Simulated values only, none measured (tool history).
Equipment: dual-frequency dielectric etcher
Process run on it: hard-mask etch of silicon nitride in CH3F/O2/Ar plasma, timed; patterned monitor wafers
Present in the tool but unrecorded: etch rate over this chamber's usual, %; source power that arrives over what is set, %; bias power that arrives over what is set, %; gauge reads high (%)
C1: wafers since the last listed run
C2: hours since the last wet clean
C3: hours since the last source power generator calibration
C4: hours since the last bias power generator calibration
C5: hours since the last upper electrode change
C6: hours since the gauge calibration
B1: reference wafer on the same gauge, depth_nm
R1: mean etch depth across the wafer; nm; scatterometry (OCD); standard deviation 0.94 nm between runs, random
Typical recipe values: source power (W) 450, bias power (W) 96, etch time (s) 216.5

run 1 hour=0 | source_power_(W)=450 bias_power_(W)=96 etch_time_(s)=216.5 | C1=0 C2=297.9 C3=2762 C4=2676.8 C5=4309 C6=228 | B1=194.5 | R1=191.6
run 2 hour=16.5 | source_power_(W)=450 bias_power_(W)=96 etch_time_(s)=216.5 | C1=70 C2=314.4 C3=2778.5 C4=2693.3 C5=4325.5 C6=244.5 | B1=194 | R1=191.6
run 3 hour=27 | source_power_(W)=450 bias_power_(W)=79 etch_time_(s)=216.5 | C1=44 C2=324.9 C3=2789 C4=2703.8 C5=4336 C6=255 | B1=194.5 | R1=174.3
run 4 hour=36.8 | source_power_(W)=450 bias_power_(W)=79 etch_time_(s)=216.5 | C1=41 C2=334.7 C3=2798.8 C4=2713.6 C5=4345.8 C6=264.8 | B1=194 | R1=176
run 5 hour=50.1 | source_power_(W)=450 bias_power_(W)=80 etch_time_(s)=216.5 | C1=56 C2=348 C3=2812.1 C4=2726.9 C5=4359.1 C6=278.1 | B1=194 | R1=177.1
run 6 hour=56.3 | source_power_(W)=450 bias_power_(W)=80 etch_time_(s)=216.5 | C1=26 C2=354.2 C3=2818.3 C4=2733.1 C5=4365.3 C6=284.3 | B1=193.5 | R1=177.8
run 7 hour=72.8 | source_power_(W)=450 bias_power_(W)=96 etch_time_(s)=216.5 | C1=70 C2=370.7 C3=2834.8 C4=2749.6 C5=4381.8 C6=300.8 | B1=194 | R1=191.6
run 8 hour=84.7 | source_power_(W)=450 bias_power_(W)=96 etch_time_(s)=231 | C1=50 C2=382.6 C3=2846.7 C4=2761.5 C5=4393.7 C6=312.7 | B1=194 | R1=205.4
-- hour=88.4 gauge calibrated
run 9 hour=95.8 | source_power_(W)=450 bias_power_(W)=114 etch_time_(s)=266 | C1=47 C2=393.7 C3=2857.8 C4=2772.6 C5=4404.8 C6=7.4 | B1=193.9 | R1=252.1
run 10 hour=105.2 | source_power_(W)=450 bias_power_(W)=114 etch_time_(s)=266 | C1=40 C2=403.1 C3=2867.2 C4=2782 C5=4414.2 C6=16.8 | B1=193.8 | R1=252.9
run 11 hour=118.4 | source_power_(W)=450 bias_power_(W)=96 etch_time_(s)=256 | C1=56 C2=416.3 C3=2880.4 C4=2795.2 C5=4427.4 C6=30 | B1=194.2 | R1=227.8
-- hour=128.8 bias power generator calibrated
-- hour=149.7 wet clean of the chamber
run 12 hour=150.2 | source_power_(W)=450 bias_power_(W)=96 etch_time_(s)=256 | C1=29 C2=0.5 C3=2912.2 C4=21.4 C5=4459.2 C6=61.8 | B1=194.1 | R1=226.3
run 13 hour=150.5 | source_power_(W)=450 bias_power_(W)=96 etch_time_(s)=256 | C1=1 C2=0.8 C3=2912.5 C4=21.7 C5=4459.5 C6=62.1 | B1=194.2 | R1=225.9
run 14 hour=157.8 | source_power_(W)=450 bias_power_(W)=89 etch_time_(s)=216.5 | C1=31 C2=8.1 C3=2919.8 C4=29 C5=4466.8 C6=69.4 | B1=193.6 | R1=186.7
run 15 hour=166.8 | source_power_(W)=520 bias_power_(W)=96 etch_time_(s)=278.5 | C1=38 C2=17.1 C3=2928.8 C4=38 C5=4475.8 C6=78.4 | B1=193.7 | R1=256.6
run 16 hour=180.5 | source_power_(W)=340 bias_power_(W)=96 etch_time_(s)=153 | C1=58 C2=30.8 C3=2942.5 C4=51.7 C5=4489.5 C6=92.1 | B1=194 | R1=127
run 17 hour=189.2 | source_power_(W)=350 bias_power_(W)=87 etch_time_(s)=244 | C1=37 C2=39.5 C3=2951.2 C4=60.4 C5=4498.2 C6=100.8 | B1=193.7 | R1=193.7
run 18 hour=197.9 | source_power_(W)=520 bias_power_(W)=110 etch_time_(s)=216.5 | C1=37 C2=48.2 C3=2959.9 C4=69.1 C5=4506.9 C6=109.5 | B1=193.6 | R1=210.3
-- hour=232.2 source power generator calibrated
run 19 hour=232.7 | source_power_(W)=450 bias_power_(W)=96 etch_time_(s)=216.5 | C1=131 C2=83 C3=0.5 C4=103.9 C5=4541.7 C6=144.3 | B1=193.6 | R1=191.4
run 20 hour=238.6 | source_power_(W)=360 bias_power_(W)=86 etch_time_(s)=178.5 | C1=25 C2=88.9 C3=6.4 C4=109.8 C5=4547.6 C6=150.2 | B1=193.9 | R1=144.2
-- hour=266.4 upper electrode replaced
run 21 hour=266.9 | source_power_(W)=450 bias_power_(W)=114 etch_time_(s)=266 | C1=18 C2=117.2 C3=34.7 C4=138.1 C5=0.5 C6=178.5 | B1=194.2 | R1=255.7
run 22 hour=267.3 | source_power_(W)=450 bias_power_(W)=96 etch_time_(s)=216.5 | C1=1 C2=117.6 C3=35.1 C4=138.5 C5=0.9 C6=178.9 | B1=193.7 | R1=191.8
run 23 hour=280.2 | source_power_(W)=450 bias_power_(W)=96 etch_time_(s)=216.5 | C1=55 C2=130.5 C3=48 C4=151.4 C5=13.8 C6=191.8 | B1=193.9 | R1=190.8
run 24 hour=289.5 | source_power_(W)=450 bias_power_(W)=96 etch_time_(s)=216.5 | C1=39 C2=139.8 C3=57.3 C4=160.7 C5=23.1 C6=201.1 | B1=194.2 | R1=193.2
run 25 hour=303.2 | source_power_(W)=380 bias_power_(W)=96 etch_time_(s)=216.5 | C1=58 C2=153.5 C3=71 C4=174.4 C5=36.8 C6=214.8 | B1=194.1 | R1=183.7
run 26 hour=311.1 | source_power_(W)=410 bias_power_(W)=96 etch_time_(s)=160 | C1=33 C2=161.4 C3=78.9 C4=182.3 C5=44.7 C6=222.7 | B1=194.3 | R1=138.4
run 27 hour=328.2 | source_power_(W)=500 bias_power_(W)=86 etch_time_(s)=216.5 | C1=73 C2=178.5 C3=96 C4=199.4 C5=61.8 C6=239.8 | B1=194.3 | R1=187
run 28 hour=339 | source_power_(W)=340 bias_power_(W)=76 etch_time_(s)=190 | C1=46 C2=189.3 C3=106.8 C4=210.2 C5=72.6 C6=250.6 | B1=194.3 | R1=141.3
run 29 hour=355.1 | source_power_(W)=450 bias_power_(W)=96 etch_time_(s)=216.5 | C1=68 C2=205.4 C3=122.9 C4=226.3 C5=88.7 C6=266.7 | B1=194.1 | R1=192

Predict each of these 5 candidate next runs independently; none follows another, all start after run 29:
run A hour=355.6 | source_power_(W)=450 bias_power_(W)=96 etch_time_(s)=165.5 | C1=2 C2=205.9 C3=123.4 C4=226.8 C5=89.2 C6=267.2 | B1=? | R1=?
run B hour=355.6 | source_power_(W)=520 bias_power_(W)=103 etch_time_(s)=239.5 | C1=2 C2=205.9 C3=123.4 C4=226.8 C5=89.2 C6=267.2 | B1=? | R1=?
run C hour=355.6 | source_power_(W)=480 bias_power_(W)=104 etch_time_(s)=186 | C1=2 C2=205.9 C3=123.4 C4=226.8 C5=89.2 C6=267.2 | B1=? | R1=?
run D hour=355.6 | source_power_(W)=450 bias_power_(W)=96 etch_time_(s)=249.5 | C1=2 C2=205.9 C3=123.4 C4=226.8 C5=89.2 C6=267.2 | B1=? | R1=?
run E hour=355.6 | source_power_(W)=450 bias_power_(W)=83 etch_time_(s)=216.5 | C1=2 C2=205.9 C3=123.4 C4=226.8 C5=89.2 C6=267.2 | B1=? | R1=?

run=A B1=194.1 R1=147
run=B B1=194.1 R1=227.9
run=C B1=194.1 R1=174.2
run=D B1=194.1 R1=221.6
run=E B1=194.1 R1=179.9
Without the tool's unlogged condition, the same runs would have read:
run=A R1=147
run=B R1=227.9
run=C R1=174.2
run=D R1=221.6
run=E R1=179.9
